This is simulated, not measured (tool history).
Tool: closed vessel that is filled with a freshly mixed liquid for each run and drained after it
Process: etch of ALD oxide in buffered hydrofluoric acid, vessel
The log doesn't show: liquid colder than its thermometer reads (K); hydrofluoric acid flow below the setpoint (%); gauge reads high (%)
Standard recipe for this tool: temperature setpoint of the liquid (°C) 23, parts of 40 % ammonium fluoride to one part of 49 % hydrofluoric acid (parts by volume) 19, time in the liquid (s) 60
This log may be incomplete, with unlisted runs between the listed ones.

run	day	temperature setpoint of the liquid (°C)	parts of 40 % ammonium fluoride to one part of 49 % hydrofluoric acid (parts by volume)	time in the liquid (s)	wafers since the last listed run	hours since the thermometer was replaced	hours since the hydrofluoric acid flow meter was replaced	hours since the gauge calibration	read-back film thickness of the ALD oxide reference wafer, read on the same gauge (nm)	thickness taken off the ALD oxide on a monitor wafer (angstrom)
1	0	23	14.5	60	0	888.9	765.5	286.2	29.99	466.3
2	7.05	23	14.5	60	22528	1058.1	934.7	455.4	30.01	469
3	9.862	23	14.5	60	8987	1125.6	1002.2	522.9	30.02	469.4
4	12.288	23	19	60	7749	1183.8	1060.4	581.1	29.99	362
5	14.021	23	19	60	5539	1225.4	1102	622.7	30.03	362.7
6	15.912	23	19	60	6045	1270.8	1147.4	668.1	29.99	358.7
7	18.567	23	19	60	8481	1334.5	1211.1	731.8	30	360.7
8	19.867	23	19	70	4154	1365.7	1242.3	763	29.99	418
9	22.788	23	24	60	9333	1435.8	1312.4	833.1	29.99	300.6
10	24.033	23	20.5	60	3981	1465.7	1342.3	863	29.99	336.4
11	25.404	23	20.5	60	4380	1498.6	1375.2	895.9	29.99	337.1
12	26.921	23	20.5	60	4846	1535	1411.6	932.3	30	335.5
13	28.667	23	19	60	5578	1576.9	1453.5	974.2	30.02	357.9
14	30.283	23	19	60	5166	1615.7	1492.3	1013	30.01	358.5
# day 33.754: thermometer replaced
# day 35.146: hydrofluoric acid flow meter replaced
15	36.871	23	19	60	20784	74.8	41.4	1171.1	30	363.5
16	39.467	23	19	75	8295	137.1	103.7	1233.4	30	454.7
17	41.179	23	19	60	5472	178.2	144.8	1274.5	29.97	362.8
18	42.6	23	19	60	4540	212.3	178.9	1308.6	30	364.3
# day 47.938: gauge calibrated
19	51.079	23	19	60	27096	415.8	382.4	75.4	30.01	360.2
20	52.429	27.5	12	30	4314	448.2	414.8	107.8	30	363.7
21	54.725	23	14.5	60	7336	503.3	469.9	162.9	30.01	469.6
22	56.683	23	13	60	6258	550.3	516.9	209.9	29.98	524.2
23	58.262	23	19	60	5046	588.2	554.8	247.8	29.99	361.4
24	60.162	23	19	90	6071	633.8	600.4	293.4	30	544.7
25	66.633	23	23	35	20678	789.1	755.7	448.7	30	181.5
26	68.229	20	14	35	5099	827.4	794	487	30.01	242.6
27	70.521	18.5	19	60	7323	882.4	849	542	30	280
28	72.783	25	19	35	7230	936.7	903.3	596.3	30.01	234.6
29	75.192	24.5	15	40	7696	994.5	961.1	654.1	30	331.9
30	76.967	23	25.5	30	5672	1037.1	1003.7	696.7	30	144.4
31	78.562	20	22.5	75	5099	1075.4	1042	735	30	335.7
32	79.829	21	16.5	35	4047	1105.8	1072.4	765.4	30	214.1

Below are 3 alternative next runs, each starting from the tool's condition after run 32. Predict each:
A	79.858	23	19	60	93	1106.5	1073.1	766.1	?	?
B	79.858	20.5	14.5	80	93	1106.5	1073.1	766.1	?	?
C	79.858	23	19	30	93	1106.5	1073.1	766.1	?	?

run	read-back film thickness of the ALD oxide reference wafer, read on the same gauge (nm)	thickness taken off the ALD oxide on a monitor wafer (angstrom)
A	30	360.5
B	30	546
C	30	180.3
What these runs would have given with no unlogged condition in the tool:
run	thickness taken off the ALD oxide on a monitor wafer (angstrom)
A	365.7
B	554
C	182.9

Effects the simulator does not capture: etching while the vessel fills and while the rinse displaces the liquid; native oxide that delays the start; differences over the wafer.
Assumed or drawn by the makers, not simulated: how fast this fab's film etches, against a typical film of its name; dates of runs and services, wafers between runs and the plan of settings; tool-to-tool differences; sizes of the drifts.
